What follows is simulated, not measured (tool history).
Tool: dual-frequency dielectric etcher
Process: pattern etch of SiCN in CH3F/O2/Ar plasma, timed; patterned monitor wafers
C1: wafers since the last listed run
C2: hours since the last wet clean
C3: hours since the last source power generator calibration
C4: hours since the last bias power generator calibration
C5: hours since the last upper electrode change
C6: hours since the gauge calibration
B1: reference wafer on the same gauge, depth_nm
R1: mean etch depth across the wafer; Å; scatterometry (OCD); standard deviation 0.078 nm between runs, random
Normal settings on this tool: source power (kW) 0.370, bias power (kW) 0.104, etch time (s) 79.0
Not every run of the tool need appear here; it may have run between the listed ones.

Run 1, hour 0.0: usual settings; C1 0; C2 203.1; C3 1592.3; C4 1932.0; C5 2520.5; C6 179.6; B1 37.09. Result: R1 326.9 Å.
At hour 12.4: gauge calibrated.
Run 2, hour 12.7: usual settings but bias power (kW) 0.097; C1 89; C2 215.8; C3 1605.0; C4 1944.7; C5 2533.2; C6 0.3; B1 37.10. Result: R1 318.1 Å.
Run 3, hour 23.1: usual settings; C1 72; C2 226.2; C3 1615.4; C4 1955.1; C5 2543.6; C6 10.7; B1 37.10. Result: R1 325.6 Å.
Run 4, hour 38.4: usual settings; C1 107; C2 241.5; C3 1630.7; C4 1970.4; C5 2558.9; C6 26.0; B1 37.09. Result: R1 326.8 Å.
Run 5, hour 46.8: usual settings; C1 58; C2 249.9; C3 1639.1; C4 1978.8; C5 2567.3; C6 34.4; B1 37.12. Result: R1 325.6 Å.
Run 6, hour 62.7: usual settings but source power (kW) 0.340, etch time (s) 64.0; C1 111; C2 265.8; C3 1655.0; C4 1994.7; C5 2583.2; C6 50.3; B1 37.11. Result: R1 254.9 Å.
Run 7, hour 78.8: usual settings but source power (kW) 0.340, etch time (s) 64.0; C1 112; C2 281.9; C3 1671.1; C4 2010.8; C5 2599.3; C6 66.4; B1 37.10. Result: R1 253.2 Å.
Run 8, hour 95.8: usual settings but bias power (kW) 0.098, etch time (s) 91.5; C1 119; C2 298.9; C3 1688.1; C4 2027.8; C5 2616.3; C6 83.4; B1 37.09. Result: R1 369.5 Å.
Run 9, hour 103.0: usual settings but bias power (kW) 0.098, etch time (s) 91.5; C1 50; C2 306.1; C3 1695.3; C4 2035.0; C5 2623.5; C6 90.6; B1 37.10. Result: R1 368.3 Å.
At hour 129.4: upper electrode replaced.
Run 10, hour 129.9: usual settings but bias power (kW) 0.098, etch time (s) 91.5; C1 20; C2 333.0; C3 1722.2; C4 2061.9; C5 0.5; C6 117.5; B1 37.10. Result: R1 370.2 Å.
Run 11, hour 130.2: usual settings; C1 2; C2 333.3; C3 1722.5; C4 2062.2; C5 0.8; C6 117.8; B1 37.10. Result: R1 326.3 Å.
Run 12, hour 130.5: usual settings; C1 2; C2 333.6; C3 1722.8; C4 2062.5; C5 1.1; C6 118.1; B1 37.11. Result: R1 326.2 Å.
At hour 161.7: wet clean of the chamber.
Run 13, hour 162.2: usual settings but source power (kW) 0.340; C1 53; C2 0.5; C3 1754.5; C4 2094.2; C5 32.8; C6 149.8; B1 37.11. Result: R1 313.2 Å.
Run 14, hour 162.5: usual settings but source power (kW) 0.290, bias power (kW) 0.120, etch time (s) 101.0; C1 2; C2 0.8; C3 1754.8; C4 2094.5; C5 33.1; C6 150.1; B1 37.09. Result: R1 392.6 Å.
Run 15, hour 165.3: usual settings but source power (kW) 0.350, bias power (kW) 0.113, etch time (s) 72.0; C1 19; C2 3.6; C3 1757.6; C4 2097.3; C5 35.9; C6 152.9; B1 37.12. Result: R1 299.3 Å.
At hour 170.5: source power generator calibrated.
Run 16, hour 175.1: usual settings; C1 40; C2 13.4; C3 4.6; C4 2107.1; C5 45.7; C6 162.7; B1 37.10. Result: R1 326.2 Å.
Run 17, hour 183.1: usual settings but source power (kW) 0.460, bias power (kW) 0.078, etch time (s) 57.5; C1 56; C2 21.4; C3 12.6; C4 2115.1; C5 53.7; C6 170.7; B1 37.11. Result: R1 235.6 Å.
Run 18, hour 192.6: usual settings but source power (kW) 0.350; C1 66; C2 30.9; C3 22.1; C4 2124.6; C5 63.2; C6 180.2; B1 37.11. Result: R1 317.3 Å.
Run 19, hour 206.9: usual settings but source power (kW) 0.440, bias power (kW) 0.111, etch time (s) 95.5; C1 100; C2 45.2; C3 36.4; C4 2138.9; C5 77.5; C6 194.5; B1 37.12. Result: R1 438.0 Å.

Expected results for the next run?
At hour 215.8: gauge calibrated.
At hour 216.2: bias power generator calibrated.
Run 20, hour 216.7: usual settings but source power (kW) 0.460, bias power (kW) 0.085; C1 40; C2 55.0; C3 46.2; C4 0.5; C5 87.3; C6 0.9; B1 ?. Result: R1 ?.

{"run 20": {"B1": 37.1, "R1": 334.5}}
Without the tool's hidden state the same run would have given R1 334.5 Å.

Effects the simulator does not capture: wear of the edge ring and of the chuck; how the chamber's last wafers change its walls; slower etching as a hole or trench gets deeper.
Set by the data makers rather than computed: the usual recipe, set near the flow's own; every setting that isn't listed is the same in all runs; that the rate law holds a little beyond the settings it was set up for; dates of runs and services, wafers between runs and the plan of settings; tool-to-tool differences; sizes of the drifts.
